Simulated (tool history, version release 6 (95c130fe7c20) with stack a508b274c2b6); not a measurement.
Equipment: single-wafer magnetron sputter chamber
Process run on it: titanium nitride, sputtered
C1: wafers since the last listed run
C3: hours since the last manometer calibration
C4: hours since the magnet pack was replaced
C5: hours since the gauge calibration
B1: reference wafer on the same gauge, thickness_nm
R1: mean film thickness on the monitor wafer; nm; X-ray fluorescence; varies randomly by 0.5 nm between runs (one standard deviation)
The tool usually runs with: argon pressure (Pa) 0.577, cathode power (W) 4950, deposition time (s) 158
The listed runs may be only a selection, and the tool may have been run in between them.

Run 1, day 0: usual settings; C1 0; wafers on the sputter target 4207; C3 1035.5; C4 2682; C5 1193; B1 189.001. Result: R1 157.218 nm.
Run 2, day 2: usual settings; C1 361; wafers on the sputter target 4568; C3 1083.5; C4 2730; C5 1241; B1 188.937. Result: R1 156.568 nm.
Run 3, day 6.492: usual settings; C1 811; wafers on the sputter target 5380; C3 1191.3; C4 2837.8; C5 1348.8; B1 189.06. Result: R1 156.652 nm.
At day 13.921: gauge calibrated.
Run 4, day 16.112: usual settings; C1 1737; wafers on the sputter target 7117; C3 1422.2; C4 3068.7; C5 52.6; B1 189.001. Result: R1 157.372 nm.
Run 5, day 20.438: usual settings; C1 781; wafers on the sputter target 7898; C3 1526; C4 3172.5; C5 156.4; B1 189.043. Result: R1 157.083 nm.
Run 6, day 24.262: usual settings; C1 690; wafers on the sputter target 8589; C3 1617.8; C4 3264.3; C5 248.2; B1 188.962. Result: R1 157.511 nm.
At day 29.429: sputter target and shields replaced.
Run 7, day 29.704: usual settings; C1 922; wafers on the sputter target 49; C3 1748.4; C4 3394.9; C5 378.8; B1 189.085. Result: R1 156.513 nm.
Run 8, day 32.012: usual settings; C1 416; wafers on the sputter target 466; C3 1803.8; C4 3450.3; C5 434.2; B1 188.998. Result: R1 156.129 nm.
Run 9, day 35.617: usual settings; C1 650; wafers on the sputter target 1117; C3 1890.3; C4 3536.8; C5 520.7; B1 189.176. Result: R1 155.791 nm.
Run 10, day 38.883: usual settings; C1 589; wafers on the sputter target 1707; C3 1968.7; C4 3615.2; C5 599.1; B1 189.055. Result: R1 156.876 nm.
Run 11, day 43.3: usual settings; C1 797; wafers on the sputter target 2505; C3 2074.7; C4 3721.2; C5 705.1; B1 189.262. Result: R1 157.374 nm.
Run 12, day 46.412: usual settings; C1 562; wafers on the sputter target 3067; C3 2149.4; C4 3795.9; C5 779.8; B1 188.878. Result: R1 155.678 nm.
Run 13, day 48.704: usual settings but cathode power (W) 5400; C1 413; wafers on the sputter target 3481; C3 2204.4; C4 3850.9; C5 834.8; B1 188.863. Result: R1 171.054 nm.
Run 14, day 50.604: usual settings; C1 343; wafers on the sputter target 3824; C3 2250; C4 3896.5; C5 880.4; B1 188.853. Result: R1 157.254 nm.
Run 15, day 53.679: usual settings; C1 555; wafers on the sputter target 4379; C3 2323.8; C4 3970.3; C5 954.2; B1 188.841. Result: R1 155.978 nm.
Run 16, day 57.404: usual settings but deposition time (s) 150; C1 672; wafers on the sputter target 5052; C3 2413.2; C4 4059.7; C5 1043.6; B1 189.014. Result: R1 148.542 nm.
Run 17, day 60.829: usual settings but deposition time (s) 140; C1 618; wafers on the sputter target 5671; C3 2495.4; C4 4141.9; C5 1125.8; B1 189.22. Result: R1 139.469 nm.
Run 18, day 63.529: usual settings but argon pressure (Pa) 0.763, cathode power (W) 5650, deposition time (s) 127; C1 487; wafers on the sputter target 6158; C3 2560.2; C4 4206.7; C5 1190.6; B1 189.134. Result: R1 135.012 nm.
Run 19, day 66.579: usual settings but deposition time (s) 179; C1 550; wafers on the sputter target 6709; C3 2633.4; C4 4279.9; C5 1263.8; B1 189.052. Result: R1 176.597 nm.
Run 20, day 69.554: usual settings but argon pressure (Pa) 0.4; C1 537; wafers on the sputter target 7246; C3 2704.8; C4 4351.3; C5 1335.2; B1 189.177. Result: R1 164.699 nm.
At day 70.571: capacitance manometer re-zeroed and calibrated.
Run 21, day 73.071: usual settings but argon pressure (Pa) 0.357, cathode power (W) 5900, deposition time (s) 182; C1 574; wafers on the sputter target 7821; C3 60; C4 4435.7; C5 1419.6; B1 188.889. Result: R1 231.459 nm.
Run 22, day 77.546: usual settings but argon pressure (Pa) 0.766, cathode power (W) 4250, deposition time (s) 127; C1 808; wafers on the sputter target 8629; C3 167.4; C4 4543.1; C5 1527; B1 188.848. Result: R1 104.233 nm.
At day 79.096: sputter target and shields replaced.
Run 23, day 83.312: usual settings; C1 981; wafers on the sputter target 761; C3 305.8; C4 4681.5; C5 1665.4; B1 189.184. Result: R1 157.883 nm.
Run 24, day 85.721: usual settings but deposition time (s) 179; C1 434; wafers on the sputter target 1196; C3 363.6; C4 4739.3; C5 1723.2; B1 189.072. Result: R1 177.891 nm.
Run 25, day 89.646: usual settings; C1 708; wafers on the sputter target 1905; C3 457.8; C4 4833.5; C5 1817.4; B1 188.924. Result: R1 157.743 nm.
At day 91.617: gauge calibrated.
At day 91.904: magnet pack replaced.
Run 26, day 93.583: usual settings but argon pressure (Pa) 0.698, deposition time (s) 135; C1 650; wafers on the sputter target 2556; C3 552.3; C4 40.3; C5 47.2; B1 189.151. Result: R1 129.789 nm.
Run 27, day 96.929: usual settings but argon pressure (Pa) 0.705, cathode power (W) 5750; C1 604; wafers on the sputter target 3160; C3 632.6; C4 120.6; C5 127.5; B1 189.185. Result: R1 176.795 nm.
Run 28, day 109.15: usual settings but deposition time (s) 141; C1 2207; wafers on the sputter target 5367; C3 925.9; C4 413.9; C5 420.8; B1 189.021. Result: R1 141.124 nm.
Run 29, day 112.704: usual settings but argon pressure (Pa) 0.772, cathode power (W) 6000, deposition time (s) 168; C1 641; wafers on the sputter target 6009; C3 1011.2; C4 499.2; C5 506.1; B1 189.001. Result: R1 190.067 nm.
Run 30, day 115.462: usual settings but deposition time (s) 173; C1 498; wafers on the sputter target 6507; C3 1077.4; C4 565.4; C5 572.3; B1 189.205. Result: R1 172.995 nm.
Run 31, day 119.096: usual settings; C1 656; wafers on the sputter target 7163; C3 1164.6; C4 652.6; C5 659.5; B1 188.96. Result: R1 156.44 nm.
Run 32, day 122.8: usual settings but deposition time (s) 178; C1 668; wafers on the sputter target 7832; C3 1253.5; C4 741.5; C5 748.4; B1 189.021. Result: R1 177.006 nm.
Run 33, day 125.312: usual settings but argon pressure (Pa) 0.71, cathode power (W) 4200, deposition time (s) 173; C1 453; wafers on the sputter target 8286; C3 1313.8; C4 801.8; C5 808.7; B1 188.811. Result: R1 140.96 nm.
Run 34, day 128.196: usual settings; C1 520; wafers on the sputter target 8807; C3 1383; C4 871; C5 877.9; B1 189.279. Result: R1 157.269 nm.

Below are 5 alternative next runs, each starting from the tool's condition after run 34. Predict each:
Run A, day 128.212: usual settings; C1 3; wafers on the sputter target 8810; C3 1383.4; C4 871.4; C5 878.3; B1 ?. Result: R1 ?.
Run B, day 128.212: usual settings but argon pressure (Pa) 0.355, cathode power (W) 5300, deposition time (s) 176; C1 3; wafers on the sputter target 8810; C3 1383.4; C4 871.4; C5 878.3; B1 ?. Result: R1 ?.
Run C, day 128.212: usual settings but argon pressure (Pa) 0.719, cathode power (W) 4650, deposition time (s) 175; C1 3; wafers on the sputter target 8810; C3 1383.4; C4 871.4; C5 878.3; B1 ?. Result: R1 ?.
Run D, day 128.212: usual settings but cathode power (W) 5850, deposition time (s) 180; C1 3; wafers on the sputter target 8810; C3 1383.4; C4 871.4; C5 878.3; B1 ?. Result: R1 ?.
Run E, day 128.212: usual settings but argon pressure (Pa) 0.652, cathode power (W) 4600; C1 3; wafers on the sputter target 8810; C3 1383.4; C4 871.4; C5 878.3; B1 ?. Result: R1 ?.

run       B1       R1
  A  189.151  157.172
  B  189.151  200.016
  C  189.151  157.118
  D  189.151  210.753
  E  189.151  143.151
Had the tool no hidden state, the same runs would have come out as:
run       R1
  A  159.158
  B  201.825
  C   159.45
  D  213.416
  E  145.127
